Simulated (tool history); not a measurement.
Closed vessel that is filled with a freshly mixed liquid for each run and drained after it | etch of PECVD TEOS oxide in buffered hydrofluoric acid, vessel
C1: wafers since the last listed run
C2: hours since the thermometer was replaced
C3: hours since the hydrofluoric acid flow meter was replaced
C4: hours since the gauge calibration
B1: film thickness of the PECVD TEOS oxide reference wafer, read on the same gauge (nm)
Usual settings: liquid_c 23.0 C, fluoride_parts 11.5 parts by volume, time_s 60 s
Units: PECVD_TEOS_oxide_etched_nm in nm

run 1 hour=0.0 | liquid_c=20.5 fluoride_parts=11.5 time_s=60 | C1=0 C2=1886.2 C3=48.1 C4=486.3 | B1=110.02 | PECVD_TEOS_oxide_etched_nm=53.98
run 2 hour=30.4 | liquid_c=23.0 fluoride_parts=11.5 time_s=60 | C1=4061 C2=1916.6 C3=78.5 C4=516.7 | B1=109.99 | PECVD_TEOS_oxide_etched_nm=61.88
run 3 hour=96.6 | liquid_c=23.0 fluoride_parts=11.5 time_s=60 | C1=8845 C2=1982.8 C3=144.7 C4=582.9 | B1=109.98 | PECVD_TEOS_oxide_etched_nm=62.15
run 4 hour=159.2 | liquid_c=23.0 fluoride_parts=11.5 time_s=60 | C1=8364 C2=2045.4 C3=207.3 C4=645.5 | B1=109.97 | PECVD_TEOS_oxide_etched_nm=62.55
run 5 hour=202.3 | liquid_c=23.0 fluoride_parts=11.5 time_s=60 | C1=5758 C2=2088.5 C3=250.4 C4=688.6 | B1=109.99 | PECVD_TEOS_oxide_etched_nm=62.60
run 6 hour=248.6 | liquid_c=23.0 fluoride_parts=11.5 time_s=60 | C1=6186 C2=2134.8 C3=296.7 C4=734.9 | B1=110.00 | PECVD_TEOS_oxide_etched_nm=62.73
run 7 hour=296.3 | liquid_c=23.0 fluoride_parts=11.5 time_s=60 | C1=6373 C2=2182.5 C3=344.4 C4=782.6 | B1=110.01 | PECVD_TEOS_oxide_etched_nm=62.86
run 8 hour=340.2 | liquid_c=23.0 fluoride_parts=11.5 time_s=60 | C1=5865 C2=2226.4 C3=388.3 C4=826.5 | B1=110.04 | PECVD_TEOS_oxide_etched_nm=62.83
-- hour=397.4 thermometer replaced
run 9 hour=411.5 | liquid_c=23.0 fluoride_parts=10.0 time_s=60 | C1=9393 C2=14.1 C3=459.6 C4=897.8 | B1=110.03 | PECVD_TEOS_oxide_etched_nm=71.67
run 10 hour=457.9 | liquid_c=23.0 fluoride_parts=10.0 time_s=60 | C1=6199 C2=60.5 C3=506.0 C4=944.2 | B1=110.02 | PECVD_TEOS_oxide_etched_nm=72.68
run 11 hour=488.7 | liquid_c=23.0 fluoride_parts=10.0 time_s=45 | C1=4115 C2=91.3 C3=536.8 C4=975.0 | B1=110.03 | PECVD_TEOS_oxide_etched_nm=53.94
run 12 hour=542.9 | liquid_c=23.0 fluoride_parts=10.0 time_s=45 | C1=7242 C2=145.5 C3=591.0 C4=1029.2 | B1=110.03 | PECVD_TEOS_oxide_etched_nm=53.91
run 13 hour=600.1 | liquid_c=20.0 fluoride_parts=13.0 time_s=90 | C1=7642 C2=202.7 C3=648.2 C4=1086.4 | B1=110.01 | PECVD_TEOS_oxide_etched_nm=71.57
run 14 hour=638.7 | liquid_c=23.0 fluoride_parts=14.5 time_s=75 | C1=5157 C2=241.3 C3=686.8 C4=1125.0 | B1=109.97 | PECVD_TEOS_oxide_etched_nm=64.09
-- hour=683.6 gauge calibrated
run 15 hour=701.3 | liquid_c=23.0 fluoride_parts=10.0 time_s=45 | C1=8364 C2=303.9 C3=749.4 C4=17.7 | B1=109.99 | PECVD_TEOS_oxide_etched_nm=54.83
-- hour=814.4 hydrofluoric acid flow meter replaced
run 16 hour=823.4 | liquid_c=23.0 fluoride_parts=11.5 time_s=60 | C1=16181 C2=426.0 C3=9.0 C4=139.8 | B1=110.01 | PECVD_TEOS_oxide_etched_nm=62.09
run 17 hour=871.5 | liquid_c=18.0 fluoride_parts=13.0 time_s=40 | C1=6426 C2=474.1 C3=57.1 C4=187.9 | B1=110.02 | PECVD_TEOS_oxide_etched_nm=27.91
run 18 hour=929.3 | liquid_c=23.0 fluoride_parts=11.5 time_s=60 | C1=7723 C2=531.9 C3=114.9 C4=245.7 | B1=110.00 | PECVD_TEOS_oxide_etched_nm=62.40
run 19 hour=976.2 | liquid_c=18.0 fluoride_parts=7.5 time_s=30 | C1=6266 C2=578.8 C3=161.8 C4=292.6 | B1=110.02 | PECVD_TEOS_oxide_etched_nm=35.28
run 20 hour=1033.4 | liquid_c=23.0 fluoride_parts=14.5 time_s=60 | C1=7642 C2=636.0 C3=219.0 C4=349.8 | B1=110.03 | PECVD_TEOS_oxide_etched_nm=50.01
run 21 hour=1099.7 | liquid_c=26.0 fluoride_parts=11.5 time_s=80 | C1=8858 C2=702.3 C3=285.3 C4=416.1 | B1=109.95 | PECVD_TEOS_oxide_etched_nm=99.19
run 22 hour=1131.1 | liquid_c=28.0 fluoride_parts=10.0 time_s=30 | C1=4195 C2=733.7 C3=316.7 C4=447.5 | B1=110.03 | PECVD_TEOS_oxide_etched_nm=46.93
run 23 hour=1161.5 | liquid_c=20.5 fluoride_parts=14.0 time_s=40 | C1=4061 C2=764.1 C3=347.1 C4=477.9 | B1=110.03 | PECVD_TEOS_oxide_etched_nm=30.16
run 24 hour=1221.3 | liquid_c=20.0 fluoride_parts=7.5 time_s=60 | C1=7990 C2=823.9 C3=406.9 C4=537.7 | B1=110.00 | PECVD_TEOS_oxide_etched_nm=79.74

The same runs without the tool's hidden state, with the same run-to-run variation:
The hidden state here: liquid hotter than its thermometer reads (K); hydrofluoric acid flow above the setpoint (%); gauge reads high (%).
run=1 PECVD_TEOS_oxide_etched_nm=53.81
run=2 PECVD_TEOS_oxide_etched_nm=61.58
run=3 PECVD_TEOS_oxide_etched_nm=61.61
run=4 PECVD_TEOS_oxide_etched_nm=61.78
run=5 PECVD_TEOS_oxide_etched_nm=61.69
run=6 PECVD_TEOS_oxide_etched_nm=61.65
run=7 PECVD_TEOS_oxide_etched_nm=61.61
run=8 PECVD_TEOS_oxide_etched_nm=61.43
run=9 PECVD_TEOS_oxide_etched_nm=70.45
run=10 PECVD_TEOS_oxide_etched_nm=71.32
run=11 PECVD_TEOS_oxide_etched_nm=52.87
run=12 PECVD_TEOS_oxide_etched_nm=52.74
run=13 PECVD_TEOS_oxide_etched_nm=68.94
run=14 PECVD_TEOS_oxide_etched_nm=61.59
run=15 PECVD_TEOS_oxide_etched_nm=53.33
run=16 PECVD_TEOS_oxide_etched_nm=61.95
run=17 PECVD_TEOS_oxide_etched_nm=27.77
run=18 PECVD_TEOS_oxide_etched_nm=61.88
run=19 PECVD_TEOS_oxide_etched_nm=34.85
run=20 PECVD_TEOS_oxide_etched_nm=49.29
run=21 PECVD_TEOS_oxide_etched_nm=97.40
run=22 PECVD_TEOS_oxide_etched_nm=46.33
run=23 PECVD_TEOS_oxide_etched_nm=29.51
run=24 PECVD_TEOS_oxide_etched_nm=77.55

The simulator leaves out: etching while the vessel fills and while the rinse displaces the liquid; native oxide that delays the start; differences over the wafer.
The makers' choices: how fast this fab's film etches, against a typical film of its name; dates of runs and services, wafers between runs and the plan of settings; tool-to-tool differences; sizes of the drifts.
